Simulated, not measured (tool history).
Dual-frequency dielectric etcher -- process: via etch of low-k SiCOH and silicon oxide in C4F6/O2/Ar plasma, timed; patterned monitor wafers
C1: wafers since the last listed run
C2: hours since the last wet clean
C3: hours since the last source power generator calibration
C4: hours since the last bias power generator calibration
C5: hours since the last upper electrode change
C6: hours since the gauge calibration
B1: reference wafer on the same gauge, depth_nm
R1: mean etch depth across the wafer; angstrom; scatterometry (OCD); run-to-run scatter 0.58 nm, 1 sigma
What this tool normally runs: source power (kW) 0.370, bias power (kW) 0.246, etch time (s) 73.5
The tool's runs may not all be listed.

run 1 day=0.000 | source_power_(kW)=0.370 bias_power_(kW)=0.246 etch_time_(s)=73.5 | C1=0 C2=475.8 C3=531.1 C4=3991.4 C5=3687.0 C6=1116.7 | B1=275.2 | R1=2517
-- day=1.408 wet clean of the chamber
run 2 day=2.471 | source_power_(kW)=0.370 bias_power_(kW)=0.246 etch_time_(s)=73.5 | C1=469 C2=25.5 C3=590.4 C4=4050.7 C5=3746.3 C6=1176.0 | B1=275.1 | R1=2532
-- day=5.192 gauge calibrated
run 3 day=5.288 | source_power_(kW)=0.370 bias_power_(kW)=0.246 etch_time_(s)=73.5 | C1=899 C2=93.1 C3=658.0 C4=4118.3 C5=3813.9 C6=2.3 | B1=275.1 | R1=2525
-- day=6.275 bias power generator calibrated
run 4 day=8.125 | source_power_(kW)=0.370 bias_power_(kW)=0.285 etch_time_(s)=73.5 | C1=853 C2=161.2 C3=726.1 C4=44.4 C5=3882.0 C6=70.4 | B1=275.3 | R1=2651
run 5 day=10.567 | source_power_(kW)=0.370 bias_power_(kW)=0.246 etch_time_(s)=73.5 | C1=780 C2=219.8 C3=784.7 C4=103.0 C5=3940.6 C6=129.0 | B1=274.8 | R1=2508
run 6 day=12.954 | source_power_(kW)=0.370 bias_power_(kW)=0.246 etch_time_(s)=80.0 | C1=762 C2=277.1 C3=842.0 C4=160.3 C5=3997.9 C6=186.3 | B1=275.1 | R1=2744
run 7 day=14.767 | source_power_(kW)=0.370 bias_power_(kW)=0.246 etch_time_(s)=73.5 | C1=579 C2=320.6 C3=885.5 C4=203.8 C5=4041.4 C6=229.8 | B1=275.2 | R1=2512
run 8 day=17.421 | source_power_(kW)=0.440 bias_power_(kW)=0.216 etch_time_(s)=55.5 | C1=847 C2=384.3 C3=949.2 C4=267.5 C5=4105.1 C6=293.5 | B1=275.1 | R1=1921
run 9 day=19.204 | source_power_(kW)=0.370 bias_power_(kW)=0.246 etch_time_(s)=73.5 | C1=569 C2=427.1 C3=992.0 C4=310.3 C5=4147.9 C6=336.3 | B1=274.8 | R1=2519
run 10 day=20.433 | source_power_(kW)=0.400 bias_power_(kW)=0.306 etch_time_(s)=80.5 | C1=392 C2=456.6 C3=1021.5 C4=339.8 C5=4177.4 C6=365.8 | B1=275.0 | R1=3052
-- day=23.158 wet clean of the chamber
run 11 day=23.179 | source_power_(kW)=0.440 bias_power_(kW)=0.216 etch_time_(s)=55.5 | C1=557 C2=0.5 C3=1087.4 C4=405.7 C5=4243.3 C6=431.7 | B1=274.9 | R1=1916
-- day=24.900 upper electrode replaced
run 12 day=24.921 | source_power_(kW)=0.370 bias_power_(kW)=0.246 etch_time_(s)=54.5 | C1=236 C2=42.3 C3=1129.2 C4=447.5 C5=0.5 C6=473.5 | B1=275.0 | R1=1872
run 13 day=25.933 | source_power_(kW)=0.370 bias_power_(kW)=0.299 etch_time_(s)=89.0 | C1=323 C2=66.6 C3=1153.5 C4=471.8 C5=24.8 C6=497.8 | B1=274.8 | R1=3256
run 14 day=28.333 | source_power_(kW)=0.430 bias_power_(kW)=0.280 etch_time_(s)=60.0 | C1=766 C2=124.2 C3=1211.1 C4=529.4 C5=82.4 C6=555.4 | B1=274.9 | R1=2249
run 15 day=29.804 | source_power_(kW)=0.320 bias_power_(kW)=0.207 etch_time_(s)=51.5 | C1=469 C2=159.5 C3=1246.4 C4=564.7 C5=117.7 C6=590.7 | B1=275.0 | R1=1607
run 16 day=32.304 | source_power_(kW)=0.370 bias_power_(kW)=0.199 etch_time_(s)=93.5 | C1=798 C2=219.5 C3=1306.4 C4=624.7 C5=177.7 C6=650.7 | B1=274.8 | R1=2999
run 17 day=33.958 | source_power_(kW)=0.370 bias_power_(kW)=0.226 etch_time_(s)=60.5 | C1=528 C2=259.2 C3=1346.1 C4=664.4 C5=217.4 C6=690.4 | B1=274.8 | R1=2021
run 18 day=35.417 | source_power_(kW)=0.290 bias_power_(kW)=0.246 etch_time_(s)=73.5 | C1=465 C2=294.2 C3=1381.1 C4=699.4 C5=252.4 C6=725.4 | B1=275.1 | R1=2356
run 19 day=37.925 | source_power_(kW)=0.370 bias_power_(kW)=0.246 etch_time_(s)=87.0 | C1=801 C2=354.4 C3=1441.3 C4=759.6 C5=312.6 C6=785.6 | B1=274.9 | R1=2984
-- day=38.146 source power generator calibrated
run 20 day=40.554 | source_power_(kW)=0.370 bias_power_(kW)=0.293 etch_time_(s)=73.5 | C1=786 C2=417.5 C3=57.8 C4=822.7 C5=375.7 C6=848.7 | B1=275.2 | R1=2684
run 21 day=42.992 | source_power_(kW)=0.370 bias_power_(kW)=0.246 etch_time_(s)=73.5 | C1=778 C2=476.0 C3=116.3 C4=881.2 C5=434.2 C6=907.2 | B1=274.9 | R1=2526
run 22 day=44.221 | source_power_(kW)=0.350 bias_power_(kW)=0.213 etch_time_(s)=73.5 | C1=392 C2=505.5 C3=145.8 C4=910.7 C5=463.7 C6=936.7 | B1=275.3 | R1=2365
-- day=46.542 wet clean of the chamber
run 23 day=46.562 | source_power_(kW)=0.370 bias_power_(kW)=0.278 etch_time_(s)=73.5 | C1=428 C2=0.5 C3=202.0 C4=966.9 C5=519.9 C6=992.9 | B1=275.0 | R1=2628
run 24 day=47.817 | source_power_(kW)=0.370 bias_power_(kW)=0.246 etch_time_(s)=73.5 | C1=400 C2=30.6 C3=232.1 C4=997.0 C5=550.0 C6=1023.0 | B1=275.0 | R1=2517
run 25 day=49.671 | source_power_(kW)=0.440 bias_power_(kW)=0.294 etch_time_(s)=73.5 | C1=592 C2=75.1 C3=276.6 C4=1041.5 C5=594.5 C6=1067.5 | B1=274.9 | R1=2812
run 26 day=51.554 | source_power_(kW)=0.340 bias_power_(kW)=0.227 etch_time_(s)=85.0 | C1=601 C2=120.3 C3=321.8 C4=1086.7 C5=639.7 C6=1112.7 | B1=274.9 | R1=2776
run 27 day=53.717 | source_power_(kW)=0.370 bias_power_(kW)=0.209 etch_time_(s)=90.0 | C1=690 C2=172.2 C3=373.7 C4=1138.6 C5=691.6 C6=1164.6 | B1=275.2 | R1=2929
run 28 day=55.550 | source_power_(kW)=0.370 bias_power_(kW)=0.246 etch_time_(s)=73.5 | C1=585 C2=216.2 C3=417.7 C4=1182.6 C5=735.6 C6=1208.6 | B1=275.2 | R1=2523
run 29 day=58.038 | source_power_(kW)=0.370 bias_power_(kW)=0.306 etch_time_(s)=73.5 | C1=794 C2=275.9 C3=477.4 C4=1242.3 C5=795.3 C6=1268.3 | B1=275.0 | R1=2709
-- day=59.050 gauge calibrated
run 30 day=65.004 | source_power_(kW)=0.370 bias_power_(kW)=0.226 etch_time_(s)=73.5 | C1=2225 C2=443.1 C3=644.6 C4=1409.5 C5=962.5 C6=142.9 | B1=274.9 | R1=2446

Hidden state, per run?
etch rate over this chamber's usual, %: 0 across all the runs
source power that arrives over what is set, %: 0 across all the runs
bias power that arrives over what is set, %: 0 across all the runs
gauge reads high (%): 0 across all the runs
